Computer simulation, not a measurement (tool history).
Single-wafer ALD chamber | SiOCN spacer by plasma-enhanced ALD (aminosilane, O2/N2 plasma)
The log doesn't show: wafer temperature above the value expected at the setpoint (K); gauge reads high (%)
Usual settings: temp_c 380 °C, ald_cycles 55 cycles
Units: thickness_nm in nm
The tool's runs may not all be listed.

| run | hour | temp_c | ald_cycles | wafers since the last listed run | hours since the last thermocouple change | hours since the gauge calibration | read-back reference wafer on the same gauge, thickness_nm | thickness_nm |
|---|---|---|---|---|---|---|---|---|
| 1 | 0 | 380 | 55 | 0 | 2525.8 | 738 | 3.053 | 2.764 |
| 2 | 20 | 380 | 55 | 94 | 2545.8 | 758 | 3.048 | 2.775 |
| 3 | 37.8 | 380 | 55 | 83 | 2563.6 | 775.8 | 3.05 | 2.77 |
| 4 | 65.5 | 383 | 47 | 130 | 2591.3 | 803.5 | 3.049 | 2.355 |
| 5 | 89.1 | 383 | 47 | 111 | 2614.9 | 827.1 | 3.05 | 2.361 |
| 6 | 154.9 | 383 | 47 | 309 | 2680.7 | 892.9 | 3.047 | 2.349 |
| 7 | 187.7 | 380 | 55 | 154 | 2713.5 | 925.7 | 3.05 | 2.767 |
| 8 | 219.4 | 380 | 55 | 149 | 2745.2 | 957.4 | 3.047 | 2.755 |
| 9 | 236.9 | 380 | 55 | 82 | 2762.7 | 974.9 | 3.049 | 2.761 |
| 10 | 258.9 | 380 | 55 | 103 | 2784.7 | 996.9 | 3.05 | 2.749 |
|  | 289.2 | thermocouple changed; heater temperature recalibrated |
| 11 | 294.8 | 380 | 55 | 131 | 5.6 | 1032.8 | 3.053 | 2.764 |
| 12 | 310.6 | 380 | 55 | 74 | 21.4 | 1048.6 | 3.047 | 2.761 |
|  | 312.3 | gauge calibrated |
| 13 | 331.3 | 380 | 48 | 97 | 42.1 | 19 | 3.049 | 2.403 |
| 14 | 420.6 | 380 | 48 | 420 | 131.4 | 108.3 | 3.05 | 2.41 |
| 15 | 434.3 | 380 | 55 | 64 | 145.1 | 122 | 3.051 | 2.765 |
| 16 | 475.4 | 380 | 55 | 193 | 186.2 | 163.1 | 3.05 | 2.755 |
| 17 | 497.4 | 380 | 55 | 103 | 208.2 | 185.1 | 3.05 | 2.757 |
| 18 | 522.5 | 391 | 47 | 118 | 233.3 | 210.2 | 3.048 | 2.372 |
| 19 | 539 | 383 | 47 | 77 | 249.8 | 226.7 | 3.053 | 2.367 |
| 20 | 559.7 | 367 | 65 | 97 | 270.5 | 247.4 | 3.051 | 3.26 |
| 21 | 583.7 | 388 | 55 | 113 | 294.5 | 271.4 | 3.05 | 2.767 |
| 22 | 599.5 | 380 | 55 | 74 | 310.3 | 287.2 | 3.046 | 2.764 |
| 23 | 635.3 | 380 | 61 | 168 | 346.1 | 323 | 3.05 | 3.083 |
| 24 | 664.5 | 385 | 59 | 137 | 375.3 | 352.2 | 3.051 | 2.957 |
| 25 | 768.6 | 380 | 65 | 490 | 479.4 | 456.3 | 3.05 | 3.265 |
| 26 | 801.3 | 373 | 59 | 154 | 512.1 | 489 | 3.048 | 2.971 |
| 27 | 813.5 | 380 | 58 | 57 | 524.3 | 501.2 | 3.049 | 2.926 |

Forecast run 28:
| 28 | 833.1 | 380 | 55 | 92 | 543.9 | 520.8 | ? | ? |

{"run 28": {"read-back reference wafer on the same gauge, thickness_nm": 3.048, "thickness_nm": 2.771}}
Without the tool's hidden state the same run would have given thickness_nm 2.771 nm.
